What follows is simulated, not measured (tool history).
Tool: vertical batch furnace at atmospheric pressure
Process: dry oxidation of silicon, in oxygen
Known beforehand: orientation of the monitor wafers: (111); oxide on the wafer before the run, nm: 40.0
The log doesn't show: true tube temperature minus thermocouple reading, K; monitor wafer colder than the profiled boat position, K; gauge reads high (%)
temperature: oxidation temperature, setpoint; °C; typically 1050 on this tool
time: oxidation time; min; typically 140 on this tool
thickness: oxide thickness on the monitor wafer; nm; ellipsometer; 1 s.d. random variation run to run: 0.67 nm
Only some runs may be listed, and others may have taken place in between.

| run | day | temperature | time | wafers since the last listed run | hours since the last temperature calibration | hours since the boat lift was adjusted | hours since the gauge calibration | read-back reference wafer on the same gauge, thickness | thickness |
|---|---|---|---|---|---|---|---|---|---|
| 1 | 0 | 1050 | 140 | 0 | 1986.8 | 4629.4 | 247.5 | 156.01 | 174.28 |
| 2 | 0.938 | 1050 | 140 | 229 | 2009.3 | 4651.9 | 270 | 156.18 | 175.03 |
| 3 | 2.196 | 1044 | 140 | 308 | 2039.5 | 4682.1 | 300.2 | 156.64 | 171.61 |
|  | 2.354 | gauge calibrated |
| 4 | 3.012 | 1044 | 140 | 200 | 2059.1 | 4701.7 | 15.8 | 155.14 | 169.02 |
| 5 | 3.825 | 1044 | 140 | 199 | 2078.6 | 4721.2 | 35.3 | 155.42 | 167.98 |
| 6 | 5.088 | 1050 | 140 | 309 | 2108.9 | 4751.5 | 65.6 | 155.87 | 173.19 |
| 7 | 6.375 | 1050 | 140 | 315 | 2139.8 | 4782.4 | 96.5 | 155.1 | 173.63 |
|  | 8.35 | thermocouples replaced and temperature profile calibrated |
| 8 | 8.371 | 1050 | 140 | 244 | 0.5 | 4830.3 | 144.4 | 156.08 | 175.07 |
| 9 | 8.658 | 1068 | 140 | 70 | 7.4 | 4837.2 | 151.3 | 155.77 | 190.63 |
| 10 | 8.95 | 1068 | 140 | 71 | 14.4 | 4844.2 | 158.3 | 155.8 | 191.64 |
| 11 | 10.017 | 1050 | 140 | 261 | 40 | 4869.8 | 183.9 | 155.84 | 175.32 |
| 12 | 10.979 | 1050 | 140 | 236 | 63.1 | 4892.9 | 207 | 156.15 | 174.99 |
| 13 | 12.238 | 1042 | 140 | 308 | 93.3 | 4923.1 | 237.2 | 156.42 | 167.93 |
| 14 | 13.392 | 1042 | 140 | 283 | 121 | 4950.8 | 264.9 | 156.25 | 169.44 |
| 15 | 14.533 | 1057 | 104 | 280 | 148.4 | 4978.2 | 292.3 | 156.72 | 155.32 |
|  | 15.662 | gauge calibrated |
| 16 | 15.958 | 1027 | 140 | 349 | 182.6 | 5012.4 | 7.1 | 154.61 | 154.2 |
| 17 | 17.862 | 1039 | 105.5 | 467 | 228.3 | 5058.1 | 52.8 | 154.52 | 140.35 |
|  | 19.325 | boat lift adjusted |
| 18 | 19.346 | 1028 | 140 | 118 | 263.9 | 0.5 | 88.4 | 154.75 | 155.51 |
| 19 | 19.638 | 1070 | 89 | 71 | 270.9 | 7.5 | 95.4 | 154.85 | 151 |
| 20 | 20.233 | 1058 | 180.5 | 146 | 285.2 | 21.8 | 109.7 | 154.76 | 206.85 |
| 21 | 21.433 | 1050 | 140 | 294 | 314 | 50.6 | 138.5 | 155.05 | 173.17 |
| 22 | 22.225 | 1037 | 76 | 194 | 333 | 69.6 | 157.5 | 155.45 | 119.34 |
| 23 | 22.954 | 1050 | 140 | 178 | 350.5 | 87.1 | 175 | 155.12 | 174.66 |
| 24 | 24.129 | 1040 | 168.5 | 288 | 378.7 | 115.3 | 203.2 | 155.45 | 182.98 |
| 25 | 26.3 | 1032 | 140 | 532 | 430.8 | 167.4 | 255.3 | 155.86 | 160.16 |
| 26 | 27.108 | 1074 | 72 | 198 | 450.2 | 186.8 | 274.7 | 155.86 | 138.64 |

Run-by-run hidden state of the tool:
true tube temperature minus thermocouple reading, K: 0 on each run
monitor wafer colder than the profiled boat position, K: 0 on each run
H1: gauge reads high (%)
| run | H1 |
|---|---|
| 1 | 0.637 |
| 2 | 0.774 |
| 3 | 0.977 |
| 4 | 0.236 |
| 5 | 0.248 |
| 6 | 0.284 |
| 7 | 0.343 |
| 8 | 0.48 |
| 9 | 0.504 |
| 10 | 0.529 |
| 11 | 0.633 |
| 12 | 0.739 |
| 13 | 0.897 |
| 14 | 1.06 |
| 15 | 1.24 |
| 16 | -0.169 |
| 17 | -0.137 |
| 18 | -0.0774 |
| 19 | -0.0622 |
| 20 | -0.0276 |
| 21 | 0.0568 |
| 22 | 0.123 |
| 23 | 0.192 |
| 24 | 0.318 |
| 25 | 0.599 |
| 26 | 0.721 |

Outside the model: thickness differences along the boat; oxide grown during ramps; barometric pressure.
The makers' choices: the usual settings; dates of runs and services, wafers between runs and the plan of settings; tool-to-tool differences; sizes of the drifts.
